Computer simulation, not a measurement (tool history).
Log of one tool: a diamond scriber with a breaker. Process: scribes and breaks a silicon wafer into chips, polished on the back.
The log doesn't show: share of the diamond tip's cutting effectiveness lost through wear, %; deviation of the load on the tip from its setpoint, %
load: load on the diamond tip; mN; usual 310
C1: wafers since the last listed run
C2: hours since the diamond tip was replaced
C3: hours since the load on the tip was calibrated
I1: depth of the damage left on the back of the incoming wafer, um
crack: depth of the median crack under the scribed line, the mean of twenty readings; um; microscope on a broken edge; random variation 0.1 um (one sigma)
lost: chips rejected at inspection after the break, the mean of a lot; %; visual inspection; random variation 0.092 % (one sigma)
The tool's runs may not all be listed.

run 1 hour=0 | load=310 | C1=0 C2=413.8 C3=960.5 | I1=0.03 | crack=8.84 lost=1.86
run 2 hour=49.1 | load=310 | C1=83 C2=462.9 C3=1009.6 | I1=0.01 | crack=8.74 lost=1.95
run 3 hour=78.6 | load=382 | C1=49 C2=492.4 C3=1039.1 | I1=0.04 | crack=10.1 lost=5.72
-- hour=136.8 diamond tip replaced by a new one
run 4 hour=137.3 | load=310 | C1=95 C2=0.5 C3=1097.8 | I1=0.04 | crack=8.99 lost=2.17
run 5 hour=198.3 | load=310 | C1=103 C2=61.5 C3=1158.8 | I1=0.01 | crack=9 lost=2.13
run 6 hour=241.3 | load=310 | C1=72 C2=104.5 C3=1201.8 | I1=0.02 | crack=8.8 lost=2.1
run 7 hour=298.2 | load=310 | C1=96 C2=161.4 C3=1258.7 | I1=0.04 | crack=9.04 lost=2.47
run 8 hour=360.7 | load=310 | C1=105 C2=223.9 C3=1321.2 | I1=0.04 | crack=8.88 lost=2.36
run 9 hour=429.1 | load=247 | C1=115 C2=292.3 C3=1389.6 | I1=0.03 | crack=7.92 lost=1.81
run 10 hour=459.7 | load=247 | C1=51 C2=322.9 C3=1420.2 | I1=0.03 | crack=7.91 lost=1.78
run 11 hour=499 | load=310 | C1=66 C2=362.2 C3=1459.5 | I1=0.02 | crack=9.13 lost=3.01
-- hour=520.5 load on the tip recalibrated
run 12 hour=551.3 | load=246 | C1=85 C2=414.5 C3=30.8 | I1=0.03 | crack=7.32 lost=3.44
run 13 hour=621.5 | load=246 | C1=118 C2=484.7 C3=101 | I1=0.03 | crack=7.34 lost=3.41
run 14 hour=664.5 | load=246 | C1=72 C2=527.7 C3=144 | I1=0.03 | crack=7.37 lost=3.89
run 15 hour=714 | load=351 | C1=83 C2=577.2 C3=193.5 | I1=0.05 | crack=9.17 lost=2.32
run 16 hour=772.2 | load=351 | C1=98 C2=635.4 C3=251.7 | I1=0.04 | crack=8.93 lost=2.43
-- hour=814.4 diamond tip replaced by a new one
run 17 hour=835.4 | load=387 | C1=103 C2=21 C3=314.9 | I1=0.03 | crack=9.84 lost=4
run 18 hour=864.2 | load=310 | C1=48 C2=49.8 C3=343.7 | I1=0.03 | crack=8.52 lost=1.64
run 19 hour=910.9 | load=357 | C1=78 C2=96.5 C3=390.4 | I1=0.02 | crack=9.07 lost=2.71
run 20 hour=940.7 | load=235 | C1=50 C2=126.3 C3=420.2 | I1=0.01 | crack=7.31 lost=4.1
run 21 hour=997.6 | load=310 | C1=96 C2=183.2 C3=477.1 | I1=0.04 | crack=8.48 lost=1.61
run 22 hour=1046 | load=344 | C1=81 C2=231.6 C3=525.5 | I1=0.03 | crack=9.02 lost=2.49
run 23 hour=1074.5 | load=232 | C1=48 C2=260.1 C3=554 | I1=0.03 | crack=7.24 lost=4.74
run 24 hour=1098.6 | load=222 | C1=40 C2=284.2 C3=578.1 | I1=0.02 | crack=6.97 lost=5.35
run 25 hour=1128.7 | load=220 | C1=50 C2=314.3 C3=608.2 | I1=0.04 | crack=6.95 lost=5.59
run 26 hour=1170.6 | load=348 | C1=70 C2=356.2 C3=650.1 | I1=0.05 | crack=9.32 lost=2.87
run 27 hour=1235.2 | load=366 | C1=109 C2=420.8 C3=714.7 | I1=0.04 | crack=9.47 lost=3.4
run 28 hour=1270.9 | load=401 | C1=60 C2=456.5 C3=750.4 | I1=0.04 | crack=9.94 lost=5.93
run 29 hour=1301.9 | load=259 | C1=52 C2=487.5 C3=781.4 | I1=0.03 | crack=7.72 lost=2.29
-- hour=1345.6 diamond tip replaced by a new one
run 30 hour=1364.7 | load=382 | C1=102 C2=19.1 C3=844.2 | I1=0.05 | crack=10.03 lost=4.82
run 31 hour=1419 | load=310 | C1=91 C2=73.4 C3=898.5 | I1=0.02 | crack=8.69 lost=1.95
run 32 hour=1458.5 | load=250 | C1=66 C2=112.9 C3=938 | I1=0.03 | crack=7.55 lost=2.53

Forecast each of these 3 alternatives for the next run:
run A hour=1459.2 | load=310 | C1=1 C2=113.6 C3=938.7 | I1=0.02 | crack=? lost=?
run B hour=1459.2 | load=223 | C1=1 C2=113.6 C3=938.7 | I1=0.02 | crack=? lost=?
run C hour=1459.2 | load=339 | C1=1 C2=113.6 C3=938.7 | I1=0.02 | crack=? lost=?

run=A crack=8.69 lost=2.03
run=B crack=7.16 lost=4.72
run=C crack=9.18 lost=3.05
Without the tool's hidden state the same runs would have given:
run=A crack=8.32 lost=1.77
run=B crack=6.85 lost=6.69
run=C crack=8.78 lost=2.15
